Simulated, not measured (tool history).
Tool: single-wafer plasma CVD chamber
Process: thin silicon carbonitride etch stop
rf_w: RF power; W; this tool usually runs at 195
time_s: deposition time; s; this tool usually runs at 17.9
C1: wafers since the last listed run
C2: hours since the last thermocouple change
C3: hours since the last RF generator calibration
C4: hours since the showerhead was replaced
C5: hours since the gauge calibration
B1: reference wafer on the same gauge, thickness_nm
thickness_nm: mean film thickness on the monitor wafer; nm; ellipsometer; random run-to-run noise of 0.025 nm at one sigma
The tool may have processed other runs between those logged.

run 1 day=0 | rf_w=195 time_s=17.9 | C1=0 C2=2040.1 C3=945.6 C4=4068.5 C5=963.8 | B1=10.019 | thickness_nm=9.415
run 2 day=0.6 | rf_w=195 time_s=17.9 | C1=404 C2=2054.5 C3=960 C4=4082.9 C5=978.2 | B1=10.026 | thickness_nm=9.399
run 3 day=1.262 | rf_w=195 time_s=17.9 | C1=446 C2=2070.4 C3=975.9 C4=4098.8 C5=994.1 | B1=10.02 | thickness_nm=9.404
run 4 day=3.404 | rf_w=195 time_s=17.9 | C1=1443 C2=2121.8 C3=1027.3 C4=4150.2 C5=1045.5 | B1=10.024 | thickness_nm=9.426
-- day=4.604 gauge calibrated
-- day=4.925 RF generator calibrated
-- day=5.062 showerhead replaced
run 5 day=5.083 | rf_w=195 time_s=17.9 | C1=813 C2=2162.1 C3=3.8 C4=0.5 C5=11.5 | B1=10.019 | thickness_nm=9.575
run 6 day=5.525 | rf_w=195 time_s=17.9 | C1=297 C2=2172.7 C3=14.4 C4=11.1 C5=22.1 | B1=10.013 | thickness_nm=9.6
run 7 day=8.417 | rf_w=195 time_s=17.9 | C1=1948 C2=2242.1 C3=83.8 C4=80.5 C5=91.5 | B1=10.021 | thickness_nm=9.551
run 8 day=9.438 | rf_w=195 time_s=17.9 | C1=687 C2=2266.6 C3=108.3 C4=105 C5=116 | B1=10.022 | thickness_nm=9.547
run 9 day=10.475 | rf_w=220 time_s=17.9 | C1=699 C2=2291.5 C3=133.2 C4=129.9 C5=140.9 | B1=10.018 | thickness_nm=9.801
run 10 day=11.571 | rf_w=220 time_s=17.9 | C1=738 C2=2317.8 C3=159.5 C4=156.2 C5=167.2 | B1=10.02 | thickness_nm=9.819
run 11 day=13.029 | rf_w=220 time_s=17.9 | C1=982 C2=2352.8 C3=194.5 C4=191.2 C5=202.2 | B1=10.028 | thickness_nm=9.865
run 12 day=14.242 | rf_w=210 time_s=17.9 | C1=817 C2=2381.9 C3=223.6 C4=220.3 C5=231.3 | B1=10.014 | thickness_nm=9.756
run 13 day=14.829 | rf_w=210 time_s=17.9 | C1=395 C2=2396 C3=237.7 C4=234.4 C5=245.4 | B1=10.018 | thickness_nm=9.706
run 14 day=15.929 | rf_w=165 time_s=19.9 | C1=741 C2=2422.4 C3=264.1 C4=260.8 C5=271.8 | B1=10.02 | thickness_nm=10.206
run 15 day=17.95 | rf_w=195 time_s=17.9 | C1=1361 C2=2470.9 C3=312.6 C4=309.3 C5=320.3 | B1=10.018 | thickness_nm=9.537
run 16 day=19.379 | rf_w=195 time_s=14.3 | C1=963 C2=2505.2 C3=346.9 C4=343.6 C5=354.6 | B1=10.02 | thickness_nm=7.627
run 17 day=20 | rf_w=230 time_s=15.4 | C1=418 C2=2520.1 C3=361.8 C4=358.5 C5=369.5 | B1=10.021 | thickness_nm=8.475
run 18 day=20.592 | rf_w=195 time_s=15.3 | C1=398 C2=2534.3 C3=376 C4=372.7 C5=383.7 | B1=10.02 | thickness_nm=8.115
run 19 day=21.967 | rf_w=185 time_s=20.5 | C1=926 C2=2567.3 C3=409 C4=405.7 C5=416.7 | B1=10.023 | thickness_nm=10.773
run 20 day=22.921 | rf_w=215 time_s=16.3 | C1=642 C2=2590.2 C3=431.9 C4=428.6 C5=439.6 | B1=10.02 | thickness_nm=8.874
run 21 day=23.808 | rf_w=175 time_s=16.5 | C1=598 C2=2611.5 C3=453.2 C4=449.9 C5=460.9 | B1=10.018 | thickness_nm=8.544
run 22 day=24.942 | rf_w=175 time_s=14.4 | C1=763 C2=2638.7 C3=480.4 C4=477.1 C5=488.1 | B1=10.02 | thickness_nm=7.448
-- day=25.85 thermocouple changed; heater temperature recalibrated
run 23 day=25.871 | rf_w=195 time_s=17.9 | C1=401 C2=0.5 C3=502.7 C4=499.4 C5=510.4 | B1=10.022 | thickness_nm=9.464
run 24 day=26.817 | rf_w=155 time_s=17.9 | C1=637 C2=23.2 C3=525.4 C4=522.1 C5=533.1 | B1=10.015 | thickness_nm=9.002
run 25 day=27.546 | rf_w=195 time_s=20.4 | C1=491 C2=40.7 C3=542.9 C4=539.6 C5=550.6 | B1=10.022 | thickness_nm=10.821
run 26 day=28.671 | rf_w=220 time_s=14.9 | C1=758 C2=67.7 C3=569.9 C4=566.6 C5=577.6 | B1=10.02 | thickness_nm=8.127
run 27 day=29.558 | rf_w=225 time_s=17.9 | C1=598 C2=89 C3=591.2 C4=587.9 C5=598.9 | B1=10.016 | thickness_nm=9.861
run 28 day=30.083 | rf_w=230 time_s=20.5 | C1=353 C2=101.6 C3=603.8 C4=600.5 C5=611.5 | B1=10.018 | thickness_nm=11.315
run 29 day=30.65 | rf_w=225 time_s=19.8 | C1=381 C2=115.2 C3=617.4 C4=614.1 C5=625.1 | B1=10.023 | thickness_nm=10.855
run 30 day=32.275 | rf_w=185 time_s=19.9 | C1=1095 C2=154.2 C3=656.4 C4=653.1 C5=664.1 | B1=10.019 | thickness_nm=10.39
run 31 day=33.588 | rf_w=220 time_s=17.9 | C1=884 C2=185.7 C3=687.9 C4=684.6 C5=695.6 | B1=10.017 | thickness_nm=9.728
run 32 day=34.121 | rf_w=175 time_s=19.1 | C1=359 C2=198.5 C3=700.7 C4=697.4 C5=708.4 | B1=10.021 | thickness_nm=9.88
run 33 day=35.554 | rf_w=220 time_s=15.9 | C1=965 C2=232.9 C3=735.1 C4=731.8 C5=742.8 | B1=10.019 | thickness_nm=8.587
run 34 day=36.404 | rf_w=225 time_s=19 | C1=572 C2=253.3 C3=755.5 C4=752.2 C5=763.2 | B1=10.021 | thickness_nm=10.379
run 35 day=37.867 | rf_w=185 time_s=19.9 | C1=985 C2=288.4 C3=790.6 C4=787.3 C5=798.3 | B1=10.019 | thickness_nm=10.341

Give the tool's hidden conditions for every run:
wafer temperature above the value expected at the setpoint (K): 0 on each run
gauge reads high (%): 0 on each run
H1: delivered RF power above the setpoint (%)
run=1 H1=-6.41
run=2 H1=-6.51
run=3 H1=-6.62
run=4 H1=-6.96
run=5 H1=-0.529
run=6 H1=-0.6
run=7 H1=-1.06
run=8 H1=-1.23
run=9 H1=-1.39
run=10 H1=-1.57
run=11 H1=-1.8
run=12 H1=-1.99
run=13 H1=-2.09
run=14 H1=-2.26
run=15 H1=-2.59
run=16 H1=-2.82
run=17 H1=-2.91
run=18 H1=-3.01
run=19 H1=-3.23
run=20 H1=-3.38
run=21 H1=-3.52
run=22 H1=-3.7
run=23 H1=-3.85
run=24 H1=-4
run=25 H1=-4.12
run=26 H1=-4.3
run=27 H1=-4.44
run=28 H1=-4.53
run=29 H1=-4.62
run=30 H1=-4.88
run=31 H1=-5.09
run=32 H1=-5.17
run=33 H1=-5.4
run=34 H1=-5.54
run=35 H1=-5.77

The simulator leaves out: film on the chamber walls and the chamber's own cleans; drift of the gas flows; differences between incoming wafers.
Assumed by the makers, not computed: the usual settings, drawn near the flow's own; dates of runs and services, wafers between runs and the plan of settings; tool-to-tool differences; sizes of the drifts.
